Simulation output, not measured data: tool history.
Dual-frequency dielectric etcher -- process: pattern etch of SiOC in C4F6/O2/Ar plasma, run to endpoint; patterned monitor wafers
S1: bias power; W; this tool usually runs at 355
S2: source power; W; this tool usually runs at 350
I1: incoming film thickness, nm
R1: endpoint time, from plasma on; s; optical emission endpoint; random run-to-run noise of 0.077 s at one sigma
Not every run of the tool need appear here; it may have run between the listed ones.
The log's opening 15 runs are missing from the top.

Run 16, hour 407.1: usual settings but S1 405 W, S2 410 W; I1 33.98. Result: R1 11.6 s.
Run 17, hour 428.3: usual settings but S1 408 W, S2 280 W; I1 34.36. Result: R1 14.3 s.
Run 18, hour 458.7: usual settings; I1 34.16. Result: R1 13.6 s.
Run 19, hour 474.5: usual settings; I1 34.39. Result: R1 13.5 s.
At hour 481.9: bias power generator calibrated.
Run 20, hour 499.9: usual settings but S1 316 W; I1 34.30. Result: R1 14.5 s.
Run 21, hour 513.4: usual settings; I1 34.53. Result: R1 13.5 s.
At hour 538.9: wet clean of the chamber.
Run 22, hour 539.8: usual settings but S1 298 W, S2 300 W; I1 33.99. Result: R1 16.9 s.
Run 23, hour 554.9: usual settings; I1 34.33. Result: R1 14.3 s.
Run 24, hour 586.0: usual settings but S2 270 W; I1 34.31. Result: R1 16.4 s.
Run 25, hour 617.6: usual settings but S1 289 W, S2 400 W; I1 33.88. Result: R1 14.5 s.
Run 26, hour 631.9: usual settings but S1 326 W, S2 280 W; I1 34.33. Result: R1 16.8 s.
Run 27, hour 646.1: usual settings; I1 34.65. Result: R1 14.3 s.
Run 28, hour 663.5: usual settings but S2 260 W; I1 33.77. Result: R1 16.2 s.
Run 29, hour 699.1: usual settings but S1 304 W, S2 270 W; I1 34.47. Result: R1 17.7 s.
Run 30, hour 720.8: usual settings but S1 385 W, S2 300 W; I1 34.46. Result: R1 14.7 s.
Run 31, hour 751.4: usual settings; I1 34.11. Result: R1 13.8 s.
Run 32, hour 772.5: usual settings; I1 34.43. Result: R1 13.9 s.
Run 33, hour 806.3: usual settings but S1 443 W; I1 34.47. Result: R1 12.4 s.
Run 34, hour 829.1: usual settings but S1 382 W, S2 280 W; I1 34.06. Result: R1 14.9 s.

What if the next run were any one of these 5? Each begins from the tool's condition after run 34:
Run A, hour 829.5: usual settings but S2 390 W; I1 34.06. Result: R1 ?.
Run B, hour 829.5: usual settings but S1 330 W, S2 270 W; I1 34.06. Result: R1 ?.
Run C, hour 829.5: usual settings but S1 267 W, S2 410 W; I1 34.06. Result: R1 ?.
Run D, hour 829.5: usual settings but S1 439 W, S2 440 W; I1 34.06. Result: R1 ?.
Run E, hour 829.5: usual settings but S1 329 W, S2 270 W; I1 34.06. Result: R1 ?.

run    R1
  A  13.0
  B  16.6
  C  14.8
  D  11.0
  E  16.6
Without the tool's unlogged condition, the same runs would have read:
run    R1
  A  13.5
  B  17.2
  C  15.3
  D  11.4
  E  17.2
